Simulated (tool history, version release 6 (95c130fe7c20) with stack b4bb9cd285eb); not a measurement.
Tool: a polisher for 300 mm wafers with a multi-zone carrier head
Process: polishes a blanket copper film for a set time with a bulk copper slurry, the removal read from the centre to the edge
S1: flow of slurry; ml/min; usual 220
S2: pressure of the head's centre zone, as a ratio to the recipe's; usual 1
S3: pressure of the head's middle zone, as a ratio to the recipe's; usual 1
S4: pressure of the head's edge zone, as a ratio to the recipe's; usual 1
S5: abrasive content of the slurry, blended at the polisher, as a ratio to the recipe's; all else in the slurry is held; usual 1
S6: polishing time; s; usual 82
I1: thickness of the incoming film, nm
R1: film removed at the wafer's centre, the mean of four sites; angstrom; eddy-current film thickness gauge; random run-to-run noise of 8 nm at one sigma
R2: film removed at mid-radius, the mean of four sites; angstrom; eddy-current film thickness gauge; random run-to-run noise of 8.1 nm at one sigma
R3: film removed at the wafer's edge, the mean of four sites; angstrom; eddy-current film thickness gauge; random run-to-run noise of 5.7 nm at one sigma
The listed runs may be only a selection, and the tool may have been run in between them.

run	hour	S1	S2	S3	S4	S5	S6	I1	R1	R2	R3
1	0	220	1	1	1	1	74	3819.5	5422	5361	5513
2	9.8	220	1	1	1	1	82	3894.9	6046	6065	6154
# hour 27.1: slurry nozzle cleaned
3	27.6	220	1	1	1	1	82	3795.4	6535	6408	6475
4	128.4	220	1	1	1	1	82	3820.4	6314	6392	6373
5	154.2	220	1	1	1.05	1	66	3807.9	5077	5025	5158
6	172.6	220	1	1	1.05	1	66	3869.7	5114	4875	5166
# hour 181.4: worn pad replaced by a new one
7	196.7	220	1	1	1	1	82	3905.2	6206	6169	6213
8	222.1	220	1	0.92	1	0.85	82	3834.9	6167	5739	6086
# hour 236.8: centre zone pressure recalibrated
9	237.3	220	1	1	1	1	82	3909.2	6262	6140	6195
10	252.9	220	1	1	1	1	82	3861.2	6240	6046	6240
11	267.8	220	0.89	1	1	1	73	3845.7	5126	5371	5498
12	280.2	265	0.97	1	0.92	0.9	82	3784.7	6213	6102	6062
13	293.3	180	1.07	0.9	1	1	82	3844.1	6258	5531	6110
14	306.8	220	1	1	1	1	56	3879.7	4176	4236	4271
15	335.7	220	1	0.94	1	1	82	3794.6	6057	5736	6202
16	358	220	1	1	1	1.25	82	3863.3	6228	6293	6439
17	385.6	170	0.9	1	1.05	0.7	82	3905	5180	5429	5892
# hour 402: worn pad replaced by a new one, of another model than before
# hour 411.6: carrier head's membrane replaced by a new one
# hour 432.9: edge zone pressure recalibrated
18	479.3	220	1	1.07	1.07	1.3	82	3884.3	5452	5733	6033
19	514.6	160	1	1	1	0.75	72	3898	3367	3618	4220
20	534.2	220	1	1	1	1.1	82	3840.3	5291	5211	5641
# hour 610: worn pad replaced by a new one
21	641.2	220	1	1	1	1	82	3933.2	5023	5167	5426
22	664	270	1.09	1	0.93	0.85	82	3839.3	5747	5362	5469

Difference, measured minus no-hidden-state, one row per run. Run-to-run variation is common to both terms; the gauge's own scatter need not be:
The tool's hidden condition here consists of: removal rate lost through wear of the pad, %; slurry flow missing at the pad, %; deviation of the centre zone's pressure from its setpoint, %; deviation of the edge zone's pressure from its setpoint, %.
run	R1	R2	R3
1	-440	-386	-288
2	-494	-438	-322
3	-53	-46	-35
4	-204	-184	-135
5	-192	-170	-129
6	-214	-181	-142
7	-289	-255	-189
8	-316	-261	-203
9	-338	-294	-218
10	-353	-304	-230
11	-302	-281	-210
12	-322	-283	-208
13	-466	-364	-287
14	-271	-244	-179
15	-417	-351	-276
16	-446	-400	-298
17	-482	-443	-340
18	-1410	-1278	-915
19	-1638	-1440	-1001
20	-1486	-1258	-920
21	-1586	-1396	-978
22	-1347	-1095	-784
